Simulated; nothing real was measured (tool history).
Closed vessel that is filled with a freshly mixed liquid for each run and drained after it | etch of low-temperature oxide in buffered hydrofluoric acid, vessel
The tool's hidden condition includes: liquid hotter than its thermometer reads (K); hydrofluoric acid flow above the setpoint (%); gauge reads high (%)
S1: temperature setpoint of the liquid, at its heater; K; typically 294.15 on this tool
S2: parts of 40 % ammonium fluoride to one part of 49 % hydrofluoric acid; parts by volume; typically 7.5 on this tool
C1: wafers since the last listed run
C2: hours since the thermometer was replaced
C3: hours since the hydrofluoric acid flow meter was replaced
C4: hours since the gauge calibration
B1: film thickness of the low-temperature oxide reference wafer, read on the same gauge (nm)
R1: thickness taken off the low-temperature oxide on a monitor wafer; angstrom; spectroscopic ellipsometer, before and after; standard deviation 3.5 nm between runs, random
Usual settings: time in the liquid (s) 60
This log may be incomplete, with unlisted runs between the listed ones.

{"run": 1, "day": 0.0, "S1": 294.15, "S2": 7.5, "time in the liquid (s)": 40, "C1": 0, "C2": 686.8, "C3": 1562, "C4": 327, "B1": 136.87, "R1": 3055.1}
{"run": 2, "day": 1.338, "S1": 294.15, "S2": 7.5, "time in the liquid (s)": 40, "C1": 2709, "C2": 718.9, "C3": 1594.1, "C4": 359.1, "B1": 136.65, "R1": 3044.5}
{"run": 3, "day": 2.475, "S1": 294.15, "S2": 7.5, "time in the liquid (s)": 70, "C1": 2304, "C2": 746.2, "C3": 1621.4, "C4": 386.4, "B1": 136.48, "R1": 5344.1}
{"run": 4, "day": 3.933, "S1": 294.15, "S2": 7.5, "time in the liquid (s)": 70, "C1": 2954, "C2": 781.2, "C3": 1656.4, "C4": 421.4, "B1": 136.3, "R1": 5271.8}
{"run": 5, "day": 5.867, "S1": 294.15, "S2": 7.5, "time in the liquid (s)": 70, "C1": 3917, "C2": 827.6, "C3": 1702.8, "C4": 467.8, "B1": 136.05, "R1": 5265.7}
{"run": 6, "day": 8.2, "S1": 294.15, "S2": 7.5, "time in the liquid (s)": 60, "C1": 4727, "C2": 883.6, "C3": 1758.8, "C4": 523.8, "B1": 135.84, "R1": 4545.3}
{"run": 7, "day": 10.633, "S1": 294.15, "S2": 7.5, "time in the liquid (s)": 60, "C1": 4930, "C2": 942, "C3": 1817.2, "C4": 582.2, "B1": 135.6, "R1": 4497.6}
{"run": 8, "day": 13.296, "S1": 294.15, "S2": 7.5, "time in the liquid (s)": 60, "C1": 5394, "C2": 1005.9, "C3": 1881.1, "C4": 646.1, "B1": 135.42, "R1": 4453.7}
{"run": 9, "day": 14.429, "S1": 294.15, "S2": 7.5, "time in the liquid (s)": 60, "C1": 2296, "C2": 1033.1, "C3": 1908.3, "C4": 673.3, "B1": 135.3, "R1": 4462.7}
{"run": 10, "day": 16.608, "S1": 294.15, "S2": 7.5, "time in the liquid (s)": 60, "C1": 4415, "C2": 1085.4, "C3": 1960.6, "C4": 725.6, "B1": 135.23, "R1": 4529.8}
{"run": 11, "day": 18.904, "S1": 298.65, "S2": 7.5, "time in the liquid (s)": 60, "C1": 4651, "C2": 1140.5, "C3": 2015.7, "C4": 780.7, "B1": 135.1, "R1": 5722.1}
{"run": 12, "day": 21.388, "S1": 297.65, "S2": 9.5, "time in the liquid (s)": 70, "C1": 5031, "C2": 1200.1, "C3": 2075.3, "C4": 840.3, "B1": 134.99, "R1": 5039.5}
{"run": 13, "day": 23.871, "S1": 294.15, "S2": 7.5, "time in the liquid (s)": 60, "C1": 5031, "C2": 1259.7, "C3": 2134.9, "C4": 899.9, "B1": 134.91, "R1": 4460.4}
{"day": 24.05, "done": "gauge calibrated"}
{"run": 14, "day": 26.233, "S1": 294.15, "S2": 5, "time in the liquid (s)": 30, "C1": 4786, "C2": 1316.4, "C3": 2191.6, "C4": 52.4, "B1": 139.12, "R1": 3333.4}
{"day": 27.412, "done": "thermometer replaced"}
{"run": 15, "day": 28.975, "S1": 294.15, "S2": 5.5, "time in the liquid (s)": 75, "C1": 5470, "C2": 37.5, "C3": 2257.4, "C4": 118.2, "B1": 138.21, "R1": 7588.6}
{"day": 29.804, "done": "hydrofluoric acid flow meter replaced"}
{"run": 16, "day": 31.304, "S1": 298.15, "S2": 7.5, "time in the liquid (s)": 90, "C1": 4634, "C2": 93.4, "C3": 36, "C4": 174.1, "B1": 137.56, "R1": 8556.2}
{"run": 17, "day": 33.729, "S1": 294.15, "S2": 7.5, "time in the liquid (s)": 60, "C1": 4913, "C2": 151.6, "C3": 94.2, "C4": 232.3, "B1": 137, "R1": 4514.1}
{"run": 18, "day": 35.512, "S1": 294.15, "S2": 6.5, "time in the liquid (s)": 80, "C1": 3613, "C2": 194.4, "C3": 137, "C4": 275.1, "B1": 136.61, "R1": 6976.1}
{"run": 19, "day": 36.65, "S1": 296.15, "S2": 5, "time in the liquid (s)": 35, "C1": 2304, "C2": 221.7, "C3": 164.3, "C4": 302.4, "B1": 136.39, "R1": 4200.9}
{"run": 20, "day": 38.175, "S1": 298.15, "S2": 10.5, "time in the liquid (s)": 90, "C1": 3089, "C2": 258.3, "C3": 200.9, "C4": 339, "B1": 136.14, "R1": 6216}

Alternative continuations, all from the tool just after run 20; predict every row:
{"run": "A", "day": 38.204, "S1": 290.15, "S2": 7.5, "time in the liquid (s)": 60, "C1": 59, "C2": 259, "C3": 201.6, "C4": 339.7, "B1": "?", "R1": "?"}
{"run": "B", "day": 38.204, "S1": 294.15, "S2": 7.5, "time in the liquid (s)": 30, "C1": 59, "C2": 259, "C3": 201.6, "C4": 339.7, "B1": "?", "R1": "?"}
{"run": "C", "day": 38.204, "S1": 295.65, "S2": 5, "time in the liquid (s)": 90, "C1": 59, "C2": 259, "C3": 201.6, "C4": 339.7, "B1": "?", "R1": "?"}
{"run": "D", "day": 38.204, "S1": 290.65, "S2": 8.5, "time in the liquid (s)": 40, "C1": 59, "C2": 259, "C3": 201.6, "C4": 339.7, "B1": "?", "R1": "?"}

run=A B1=136.13 R1=3606.1
run=B B1=136.13 R1=2258.6
run=C B1=136.13 R1=10576.5
run=D B1=136.13 R1=2159.8
What these runs would have given with no unlogged condition in the tool:
run=A R1=3708.5
run=B R1=2322.7
run=C R1=10876.7
run=D R1=2221.1
